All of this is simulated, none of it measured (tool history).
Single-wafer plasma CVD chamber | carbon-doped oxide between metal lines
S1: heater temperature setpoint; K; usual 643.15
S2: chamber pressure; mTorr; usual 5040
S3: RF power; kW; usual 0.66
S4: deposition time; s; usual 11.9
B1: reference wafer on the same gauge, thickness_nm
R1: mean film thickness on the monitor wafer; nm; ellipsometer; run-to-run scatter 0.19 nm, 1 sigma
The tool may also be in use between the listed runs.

Run 1, hour 0: usual settings but S2 4150 mTorr, S4 10.8 s; B1 72.621. Result: R1 66.681 nm.
At hour 7.7: gauge calibrated.
Run 2, hour 33.1: usual settings but S2 4150 mTorr, S4 10.8 s; B1 72.604. Result: R1 66.943 nm.
Run 3, hour 47.6: usual settings but S2 4150 mTorr, S4 10.8 s; B1 72.597. Result: R1 66.877 nm.
Run 4, hour 78: usual settings but S2 5750 mTorr; B1 72.613. Result: R1 76.231 nm.
Run 5, hour 96.7: usual settings but S2 5750 mTorr; B1 72.569. Result: R1 75.963 nm.
Run 6, hour 126.3: usual settings but S1 636.15 K, S3 0.715 kW; B1 72.568. Result: R1 80.524 nm.
At hour 153.2: RF generator calibrated.
Run 7, hour 153.7: usual settings but S1 636.15 K, S3 0.715 kW; B1 72.579. Result: R1 77.55 nm.
At hour 173: capacitance manometer re-zeroed and calibrated.
At hour 173.3: showerhead replaced.
Run 8, hour 173.8: usual settings; B1 72.622. Result: R1 71.49 nm.
At hour 179.4: gauge calibrated.
Run 9, hour 179.4: usual settings; B1 72.597. Result: R1 71.757 nm.
At hour 218.9: RF generator calibrated, repeated, since the last time left the tool worse.
Run 10, hour 219.4: usual settings but S2 4590 mTorr, S4 11 s; B1 72.626. Result: R1 70.701 nm.
At hour 244.1: thermocouple changed; heater temperature recalibrated.
Run 11, hour 244.6: usual settings but S3 0.56 kW; B1 72.58. Result: R1 68.372 nm.
Run 12, hour 268.3: usual settings; B1 72.639. Result: R1 77.421 nm.
Run 13, hour 286.5: usual settings but S1 653.15 K, S2 5360 mTorr; B1 72.574. Result: R1 75.769 nm.
Run 14, hour 306.7: usual settings; B1 72.609. Result: R1 76.957 nm.
Run 15, hour 333: usual settings but S2 4150 mTorr, S4 10.8 s; B1 72.613. Result: R1 68.3 nm.
Run 16, hour 346.4: usual settings but S1 635.15 K; B1 72.589. Result: R1 78.768 nm.
Run 17, hour 363.1: usual settings but S1 651.15 K, S2 4670 mTorr, S3 0.725 kW; B1 72.589. Result: R1 80.017 nm.
At hour 370.6: gauge calibrated.
Run 18, hour 375.4: usual settings but S1 655.15 K, S2 4710 mTorr, S3 0.71 kW, S4 10.3 s; B1 72.614. Result: R1 67.967 nm.

Forecast each of these 3 alternatives for the next run:
Run A, hour 375.8: usual settings; B1 ?. Result: R1 ?.
Run B, hour 375.8: usual settings but S1 648.15 K, S3 0.545 kW, S4 13.1 s; B1 ?. Result: R1 ?.
Run C, hour 375.8: usual settings but S2 5740 mTorr, S3 0.535 kW; B1 ?. Result: R1 ?.

run     B1      R1
  A  72.61  76.905
  B  72.61  72.208
  C  72.61  66.505
Without the tool's unlogged condition, the same runs would have read:
run      R1
  A  77.692
  B  72.983
  C  67.219
